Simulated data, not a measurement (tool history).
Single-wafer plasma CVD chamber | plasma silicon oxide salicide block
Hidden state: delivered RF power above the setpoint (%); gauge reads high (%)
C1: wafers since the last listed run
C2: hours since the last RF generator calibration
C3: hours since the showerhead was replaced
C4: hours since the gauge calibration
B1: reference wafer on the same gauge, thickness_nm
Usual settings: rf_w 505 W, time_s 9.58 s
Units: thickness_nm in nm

{"run": 1, "hour": 0.0, "rf_w": 505, "time_s": 9.58, "C1": 0, "C2": 1785.3, "C3": 5505.4, "C4": 512.5, "B1": 100.018, "thickness_nm": 101.308}
{"run": 2, "hour": 57.7, "rf_w": 505, "time_s": 9.58, "C1": 2206, "C2": 1843, "C3": 5563.1, "C4": 570.2, "B1": 100.081, "thickness_nm": 100.377}
{"run": 3, "hour": 83.0, "rf_w": 505, "time_s": 9.58, "C1": 967, "C2": 1868.3, "C3": 5588.4, "C4": 595.5, "B1": 99.966, "thickness_nm": 100.363}
{"run": 4, "hour": 124.1, "rf_w": 505, "time_s": 9.58, "C1": 1571, "C2": 1909.4, "C3": 5629.5, "C4": 636.6, "B1": 99.977, "thickness_nm": 101.01}
{"run": 5, "hour": 333.0, "rf_w": 505, "time_s": 9.58, "C1": 7989, "C2": 2118.3, "C3": 5838.4, "C4": 845.5, "B1": 99.989, "thickness_nm": 100.8}
{"run": 6, "hour": 362.5, "rf_w": 505, "time_s": 9.58, "C1": 1128, "C2": 2147.8, "C3": 5867.9, "C4": 875, "B1": 99.959, "thickness_nm": 100.322}
{"run": 7, "hour": 418.3, "rf_w": 440, "time_s": 8.37, "C1": 2134, "C2": 2203.6, "C3": 5923.7, "C4": 930.8, "B1": 99.977, "thickness_nm": 84.203}
{"run": 8, "hour": 477.8, "rf_w": 505, "time_s": 9.58, "C1": 2275, "C2": 2263.1, "C3": 5983.2, "C4": 990.3, "B1": 99.988, "thickness_nm": 100.582}
{"run": 9, "hour": 521.6, "rf_w": 505, "time_s": 9.58, "C1": 1675, "C2": 2306.9, "C3": 6027, "C4": 1034.1, "B1": 100.085, "thickness_nm": 100.299}
{"run": 10, "hour": 555.8, "rf_w": 470, "time_s": 9.58, "C1": 1308, "C2": 2341.1, "C3": 6061.2, "C4": 1068.3, "B1": 100.003, "thickness_nm": 97.627}
{"run": 11, "hour": 585.1, "rf_w": 470, "time_s": 9.58, "C1": 1120, "C2": 2370.4, "C3": 6090.5, "C4": 1097.6, "B1": 100.031, "thickness_nm": 97.887}
{"run": 12, "hour": 639.5, "rf_w": 600, "time_s": 11.03, "C1": 2080, "C2": 2424.8, "C3": 6144.9, "C4": 1152, "B1": 100.043, "thickness_nm": 121.21}
{"run": 13, "hour": 704.7, "rf_w": 505, "time_s": 9.58, "C1": 2493, "C2": 2490, "C3": 6210.1, "C4": 1217.2, "B1": 100.094, "thickness_nm": 99.856}
{"run": 14, "hour": 753.0, "rf_w": 505, "time_s": 11.31, "C1": 1847, "C2": 2538.3, "C3": 6258.4, "C4": 1265.5, "B1": 99.935, "thickness_nm": 118.257}
{"run": 15, "hour": 790.1, "rf_w": 505, "time_s": 9.58, "C1": 1418, "C2": 2575.4, "C3": 6295.5, "C4": 1302.6, "B1": 100.132, "thickness_nm": 100.096}
{"run": 16, "hour": 851.5, "rf_w": 595, "time_s": 10.26, "C1": 2348, "C2": 2636.8, "C3": 6356.9, "C4": 1364, "B1": 99.98, "thickness_nm": 112.876}
{"run": 17, "hour": 918.3, "rf_w": 505, "time_s": 9.58, "C1": 2554, "C2": 2703.6, "C3": 6423.7, "C4": 1430.8, "B1": 100.063, "thickness_nm": 99.148}
{"hour": 946.5, "done": "gauge calibrated"}
{"run": 18, "hour": 966.4, "rf_w": 455, "time_s": 8.95, "C1": 1839, "C2": 2751.7, "C3": 6471.8, "C4": 19.9, "B1": 100.026, "thickness_nm": 89.758}
{"hour": 1009.4, "done": "showerhead replaced, of another model than before"}
{"hour": 1068.4, "done": "RF generator calibrated"}
{"run": 19, "hour": 1119.2, "rf_w": 530, "time_s": 9.58, "C1": 5232, "C2": 50.8, "C3": 109.8, "C4": 172.7, "B1": 100.111, "thickness_nm": 103.227}
{"run": 20, "hour": 1292.6, "rf_w": 480, "time_s": 10.94, "C1": 6631, "C2": 224.2, "C3": 283.2, "C4": 346.1, "B1": 100.122, "thickness_nm": 116.136}
{"run": 21, "hour": 1333.9, "rf_w": 505, "time_s": 8.06, "C1": 1579, "C2": 265.5, "C3": 324.5, "C4": 387.4, "B1": 100.032, "thickness_nm": 85.935}
{"run": 22, "hour": 1360.5, "rf_w": 570, "time_s": 10.18, "C1": 1017, "C2": 292.1, "C3": 351.1, "C4": 414, "B1": 100.097, "thickness_nm": 110.91}
{"run": 23, "hour": 1409.5, "rf_w": 410, "time_s": 10.39, "C1": 1874, "C2": 341.1, "C3": 400.1, "C4": 463, "B1": 99.909, "thickness_nm": 107.81}

The same runs without the tool's hidden state, with the same run-to-run variation:
run=1 thickness_nm=103.23
run=2 thickness_nm=102.343
run=3 thickness_nm=102.356
run=4 thickness_nm=103.061
run=5 thickness_nm=103.074
run=6 thickness_nm=102.618
run=7 thickness_nm=86.181
run=8 thickness_nm=103.01
run=9 thickness_nm=102.769
run=10 thickness_nm=100.067
run=11 thickness_nm=100.365
run=12 thickness_nm=124.352
run=13 thickness_nm=102.516
run=14 thickness_nm=121.471
run=15 thickness_nm=102.857
run=16 thickness_nm=116.067
run=17 thickness_nm=102.024
run=18 thickness_nm=92.411
run=19 thickness_nm=103.347
run=20 thickness_nm=116.371
run=21 thickness_nm=86.127
run=22 thickness_nm=111.173
run=23 thickness_nm=108.092

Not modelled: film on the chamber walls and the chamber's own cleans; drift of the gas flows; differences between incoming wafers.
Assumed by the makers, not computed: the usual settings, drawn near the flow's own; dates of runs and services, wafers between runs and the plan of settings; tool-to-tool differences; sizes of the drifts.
